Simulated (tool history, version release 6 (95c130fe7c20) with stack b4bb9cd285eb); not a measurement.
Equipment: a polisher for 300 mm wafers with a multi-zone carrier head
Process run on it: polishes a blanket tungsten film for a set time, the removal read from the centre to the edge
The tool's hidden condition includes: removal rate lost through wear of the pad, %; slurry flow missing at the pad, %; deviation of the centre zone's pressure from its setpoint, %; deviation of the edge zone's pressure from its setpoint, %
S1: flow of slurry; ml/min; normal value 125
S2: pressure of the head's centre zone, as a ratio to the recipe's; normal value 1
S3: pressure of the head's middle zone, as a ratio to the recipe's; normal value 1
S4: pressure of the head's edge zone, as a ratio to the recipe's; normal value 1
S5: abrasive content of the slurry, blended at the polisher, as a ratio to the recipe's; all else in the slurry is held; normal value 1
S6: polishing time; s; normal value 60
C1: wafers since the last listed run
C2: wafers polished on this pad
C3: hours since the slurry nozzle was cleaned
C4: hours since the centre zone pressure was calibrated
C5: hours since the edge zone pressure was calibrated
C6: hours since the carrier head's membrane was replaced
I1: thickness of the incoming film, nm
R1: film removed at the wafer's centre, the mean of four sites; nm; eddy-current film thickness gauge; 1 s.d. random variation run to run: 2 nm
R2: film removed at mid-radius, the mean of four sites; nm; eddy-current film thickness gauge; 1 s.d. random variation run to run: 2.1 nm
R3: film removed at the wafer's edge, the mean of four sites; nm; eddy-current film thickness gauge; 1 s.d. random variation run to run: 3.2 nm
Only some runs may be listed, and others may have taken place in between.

{"run": 1, "day": 0.0, "S1": 145, "S2": 1.06, "S3": 1, "S4": 1, "S5": 1, "S6": 65, "C1": 0, "C2": 195, "C3": 344.6, "C4": 392.3, "C5": 26.9, "C6": 526.1, "I1": 772.1, "R1": 312.2, "R2": 292.7, "R3": 285.4}
{"run": 2, "day": 2.625, "S1": 125, "S2": 0.91, "S3": 1, "S4": 1, "S5": 1, "S6": 41, "C1": 996, "C2": 1191, "C3": 407.6, "C4": 455.3, "C5": 89.9, "C6": 589.1, "I1": 763.8, "R1": 162.1, "R2": 177.3, "R3": 171.6}
{"run": 3, "day": 3.983, "S1": 125, "S2": 1.1, "S3": 1, "S4": 1.03, "S5": 1, "S6": 60, "C1": 515, "C2": 1707, "C3": 440.2, "C4": 487.9, "C5": 122.5, "C6": 621.7, "I1": 767, "R1": 282, "R2": 258.4, "R3": 257.6}
{"run": 4, "day": 5.533, "S1": 125, "S2": 0.9, "S3": 1, "S4": 1, "S5": 1, "S6": 60, "C1": 588, "C2": 2295, "C3": 477.4, "C4": 525.1, "C5": 159.7, "C6": 658.9, "I1": 783.4, "R1": 238.5, "R2": 256.4, "R3": 256.6}
{"run": 5, "day": 8.142, "S1": 125, "S2": 1, "S3": 1, "S4": 1, "S5": 1, "S6": 60, "C1": 989, "C2": 3284, "C3": 540, "C4": 587.7, "C5": 222.3, "C6": 721.5, "I1": 783.7, "R1": 258.7, "R2": 254.4, "R3": 251.4}
{"day": 8.908, "done": "centre zone pressure recalibrated"}
{"run": 6, "day": 10.192, "S1": 125, "S2": 1, "S3": 1, "S4": 1, "S5": 1, "S6": 53, "C1": 746, "C2": 4031, "C3": 589.2, "C4": 30.8, "C5": 271.5, "C6": 770.7, "I1": 774.5, "R1": 223.2, "R2": 224, "R3": 225.1}
{"run": 7, "day": 11.612, "S1": 100, "S2": 1.09, "S3": 0.96, "S4": 1, "S5": 1, "S6": 45, "C1": 539, "C2": 4570, "C3": 623.3, "C4": 64.9, "C5": 305.6, "C6": 804.8, "I1": 764.4, "R1": 192, "R2": 173.6, "R3": 181.4}
{"run": 8, "day": 13.121, "S1": 125, "S2": 1, "S3": 1, "S4": 1, "S5": 0.85, "S6": 60, "C1": 572, "C2": 5142, "C3": 659.5, "C4": 101.1, "C5": 341.8, "C6": 841, "I1": 775.8, "R1": 243.3, "R2": 237.7, "R3": 238.6}
{"run": 9, "day": 15.058, "S1": 90, "S2": 1, "S3": 1.12, "S4": 1, "S5": 1, "S6": 60, "C1": 735, "C2": 5877, "C3": 706, "C4": 147.6, "C5": 388.3, "C6": 887.5, "I1": 770.3, "R1": 226.5, "R2": 251.2, "R3": 233.6}
{"run": 10, "day": 16.896, "S1": 125, "S2": 1, "S3": 1, "S4": 1, "S5": 1, "S6": 60, "C1": 697, "C2": 6575, "C3": 750.1, "C4": 191.7, "C5": 432.4, "C6": 931.6, "I1": 759.6, "R1": 251.7, "R2": 248.9, "R3": 246.9}
{"run": 11, "day": 18.6, "S1": 125, "S2": 1, "S3": 1, "S4": 1, "S5": 1, "S6": 60, "C1": 646, "C2": 7221, "C3": 791, "C4": 232.6, "C5": 473.3, "C6": 972.5, "I1": 783.4, "R1": 250.2, "R2": 250, "R3": 249.1}
{"day": 18.938, "done": "worn pad replaced by a new one"}
{"run": 12, "day": 20.317, "S1": 125, "S2": 1, "S3": 0.94, "S4": 1, "S5": 1, "S6": 72, "C1": 588, "C2": 522, "C3": 832.2, "C4": 273.8, "C5": 514.5, "C6": 1013.7, "I1": 775.1, "R1": 313, "R2": 299.4, "R3": 308}
{"day": 20.796, "done": "slurry nozzle cleaned"}
{"run": 13, "day": 21.775, "S1": 125, "S2": 1, "S3": 1, "S4": 1, "S5": 1, "S6": 60, "C1": 537, "C2": 1060, "C3": 23.5, "C4": 308.8, "C5": 549.5, "C6": 1048.7, "I1": 775.4, "R1": 261.9, "R2": 259.4, "R3": 257.1}
{"run": 14, "day": 23.712, "S1": 160, "S2": 1, "S3": 1, "S4": 1, "S5": 0.75, "S6": 60, "C1": 735, "C2": 1795, "C3": 70, "C4": 355.3, "C5": 596, "C6": 1095.2, "I1": 774.4, "R1": 249.5, "R2": 243.6, "R3": 238.3}
{"run": 15, "day": 25.854, "S1": 80, "S2": 1, "S3": 1.08, "S4": 1, "S5": 0.75, "S6": 52, "C1": 812, "C2": 2608, "C3": 121.4, "C4": 406.7, "C5": 647.4, "C6": 1146.6, "I1": 759.6, "R1": 171.2, "R2": 185.1, "R3": 176.3}
{"run": 16, "day": 28.225, "S1": 125, "S2": 1, "S3": 1, "S4": 1, "S5": 1, "S6": 60, "C1": 899, "C2": 3507, "C3": 178.3, "C4": 463.6, "C5": 704.3, "C6": 1203.5, "I1": 769.3, "R1": 257.8, "R2": 259.6, "R3": 247.6}
{"run": 17, "day": 30.067, "S1": 170, "S2": 0.94, "S3": 1, "S4": 1, "S5": 1, "S6": 80, "C1": 698, "C2": 4206, "C3": 222.5, "C4": 507.8, "C5": 748.5, "C6": 1247.7, "I1": 782.9, "R1": 340.4, "R2": 359.6, "R3": 351.7}
{"run": 18, "day": 32.025, "S1": 125, "S2": 1, "S3": 1, "S4": 1.09, "S5": 1.3, "S6": 60, "C1": 743, "C2": 4949, "C3": 269.5, "C4": 554.8, "C5": 795.5, "C6": 1294.7, "I1": 773, "R1": 277.7, "R2": 270.6, "R3": 280.5}
{"run": 19, "day": 34.054, "S1": 125, "S2": 1.09, "S3": 1, "S4": 1.04, "S5": 1, "S6": 70, "C1": 769, "C2": 5719, "C3": 318.2, "C4": 603.5, "C5": 844.2, "C6": 1343.4, "I1": 772.2, "R1": 317.1, "R2": 291.4, "R3": 297.9}
{"run": 20, "day": 35.962, "S1": 125, "S2": 1, "S3": 1, "S4": 0.95, "S5": 1, "S6": 60, "C1": 724, "C2": 6443, "C3": 364, "C4": 649.3, "C5": 890, "C6": 1389.2, "I1": 767.5, "R1": 251.8, "R2": 249.6, "R3": 240.6}
{"run": 21, "day": 37.45, "S1": 125, "S2": 1, "S3": 1.08, "S4": 1, "S5": 1, "S6": 60, "C1": 564, "C2": 7008, "C3": 399.7, "C4": 685, "C5": 925.7, "C6": 1424.9, "I1": 778.3, "R1": 252.7, "R2": 266.1, "R3": 240.3}

Run-by-run hidden state of the tool:
slurry flow missing at the pad, %: 0 in every run
deviation of the centre zone's pressure from its setpoint, %: 0 in every run
deviation of the edge zone's pressure from its setpoint, %: 0 in every run
H1: removal rate lost through wear of the pad, %
run=1 H1=0.418
run=2 H1=1.06
run=3 H1=1.4
run=4 H1=1.78
run=5 H1=2.42
run=6 H1=2.93
run=7 H1=3.28
run=8 H1=3.65
run=9 H1=4.13
run=10 H1=4.58
run=11 H1=5
run=12 H1=1.09
run=13 H1=1.45
run=14 H1=1.93
run=15 H1=2.46
run=16 H1=3.04
run=17 H1=3.49
run=18 H1=3.98
run=19 H1=4.48
run=20 H1=4.95
run=21 H1=5.31
